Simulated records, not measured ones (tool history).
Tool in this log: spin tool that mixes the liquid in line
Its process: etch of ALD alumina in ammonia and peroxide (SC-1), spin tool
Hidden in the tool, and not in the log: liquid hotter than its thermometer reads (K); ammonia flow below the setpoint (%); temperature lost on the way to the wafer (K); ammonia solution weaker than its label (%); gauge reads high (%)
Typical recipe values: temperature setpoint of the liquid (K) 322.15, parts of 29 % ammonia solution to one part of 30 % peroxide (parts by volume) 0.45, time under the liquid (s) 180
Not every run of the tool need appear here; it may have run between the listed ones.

| run | day | temperature setpoint of the liquid (K) | parts of 29 % ammonia solution to one part of 30 % peroxide (parts by volume) | time under the liquid (s) | wafers since the last listed run | hours since the thermometer was replaced | hours since the ammonia flow meter was replaced | hours since the heated supply line was repaired | hours since the drum of ammonia solution was connected | hours since the gauge calibration | read-back film thickness of the ALD alumina reference wafer, read on the same gauge (nm) | thickness taken off the ALD alumina on a monitor wafer (Å) |
|---|---|---|---|---|---|---|---|---|---|---|---|---|
| 1 | 0.000 | 322.15 | 0.45 | 180 | 0 | 1469.7 | 371.3 | 1285.1 | 400.7 | 945.1 | 120.00 | 82.4 |
| 2 | 2.058 | 322.15 | 0.45 | 160 | 249 | 1519.1 | 420.7 | 1334.5 | 450.1 | 994.5 | 119.99 | 72.3 |
| 3 | 3.196 | 322.15 | 0.45 | 160 | 137 | 1546.4 | 448.0 | 1361.8 | 477.4 | 1021.8 | 120.04 | 72.9 |
| 4 | 5.729 | 322.15 | 0.45 | 160 | 306 | 1607.2 | 508.8 | 1422.6 | 538.2 | 1082.6 | 119.99 | 72.9 |
| 5 | 11.400 | 322.15 | 0.45 | 180 | 687 | 1743.3 | 644.9 | 1558.7 | 674.3 | 1218.7 | 120.03 | 82.9 |
| 6 | 13.271 | 322.15 | 0.45 | 180 | 226 | 1788.2 | 689.8 | 1603.6 | 719.2 | 1263.6 | 120.01 | 82.5 |
|  | 15.467 | gauge calibrated |
| 7 | 15.783 | 329.65 | 0.45 | 180 | 304 | 1848.5 | 750.1 | 1663.9 | 779.5 | 7.6 | 120.00 | 124.2 |
|  | 16.608 | new drum of ammonia solution connected |
| 8 | 18.512 | 329.65 | 0.45 | 180 | 325 | 1914.0 | 815.6 | 1729.4 | 45.7 | 73.1 | 120.00 | 124.2 |
| 9 | 21.375 | 322.15 | 0.45 | 180 | 346 | 1982.7 | 884.3 | 1798.1 | 114.4 | 141.8 | 120.03 | 84.0 |
|  | 22.996 | heated supply line repaired |
| 10 | 24.300 | 322.15 | 0.45 | 180 | 349 | 2052.9 | 954.5 | 31.3 | 184.6 | 212.0 | 120.03 | 82.7 |
| 11 | 25.375 | 322.15 | 0.45 | 180 | 130 | 2078.7 | 980.3 | 57.1 | 210.4 | 237.8 | 119.98 | 84.6 |
|  | 26.083 | ammonia flow meter replaced |
|  | 26.792 | thermometer replaced |
| 12 | 26.979 | 325.15 | 0.60 | 255 | 184 | 4.5 | 21.5 | 95.6 | 248.9 | 276.3 | 120.05 | 151.3 |
| 13 | 29.375 | 314.65 | 0.35 | 180 | 290 | 62.0 | 79.0 | 153.1 | 306.4 | 333.8 | 120.00 | 57.6 |
| 14 | 31.550 | 325.65 | 0.35 | 135 | 263 | 114.2 | 131.2 | 205.3 | 358.6 | 386.0 | 120.00 | 79.8 |
| 15 | 33.533 | 329.65 | 0.65 | 95 | 240 | 161.8 | 178.8 | 252.9 | 406.2 | 433.6 | 119.99 | 73.5 |
| 16 | 36.042 | 322.15 | 0.45 | 180 | 303 | 222.0 | 239.0 | 313.1 | 466.4 | 493.8 | 120.01 | 89.4 |
|  | 37.267 | thermometer replaced, repeated, since the last time left the tool worse |
| 17 | 38.579 | 313.15 | 0.50 | 145 | 302 | 31.5 | 299.9 | 374.0 | 527.3 | 554.7 | 119.99 | 36.8 |
| 18 | 39.858 | 322.15 | 0.45 | 180 | 154 | 62.2 | 330.6 | 404.7 | 558.0 | 585.4 | 120.02 | 75.0 |
| 19 | 42.700 | 322.15 | 0.45 | 180 | 344 | 130.4 | 398.8 | 472.9 | 626.2 | 653.6 | 119.97 | 76.3 |
| 20 | 43.921 | 317.65 | 0.55 | 180 | 147 | 159.7 | 428.1 | 502.2 | 655.5 | 682.9 | 119.97 | 61.0 |
| 21 | 45.417 | 326.15 | 0.45 | 180 | 181 | 195.6 | 464.0 | 538.1 | 691.4 | 718.8 | 120.00 | 95.6 |
|  | 46.617 | new drum of ammonia solution connected |
| 22 | 47.688 | 318.65 | 0.50 | 255 | 270 | 250.1 | 518.5 | 592.6 | 25.7 | 773.3 | 120.02 | 89.5 |
| 23 | 49.125 | 322.15 | 0.45 | 180 | 174 | 284.6 | 553.0 | 627.1 | 60.2 | 807.8 | 120.01 | 77.0 |

Consider 4 possible next runs. They are alternatives, not a sequence: every one starts from the tool as it was left by run 23. What does each give?
| A | 49.146 | 322.15 | 0.45 | 180 | 2 | 285.1 | 553.5 | 627.6 | 60.7 | 808.3 | ? | ? |
| B | 49.146 | 322.15 | 0.30 | 120 | 2 | 285.1 | 553.5 | 627.6 | 60.7 | 808.3 | ? | ? |
| C | 49.146 | 330.15 | 0.35 | 145 | 2 | 285.1 | 553.5 | 627.6 | 60.7 | 808.3 | ? | ? |
| D | 49.146 | 322.15 | 0.60 | 180 | 2 | 285.1 | 553.5 | 627.6 | 60.7 | 808.3 | ? | ? |

| run | read-back film thickness of the ALD alumina reference wafer, read on the same gauge (nm) | thickness taken off the ALD alumina on a monitor wafer (Å) |
|---|---|---|
| A | 120.01 | 76.4 |
| B | 120.01 | 49.0 |
| C | 120.01 | 92.4 |
| D | 120.01 | 78.5 |
Without the tool's unlogged condition, the same runs would have read:
| run | thickness taken off the ALD alumina on a monitor wafer (Å) |
|---|---|
| A | 75.3 |
| B | 48.3 |
| C | 91.2 |
| D | 77.4 |
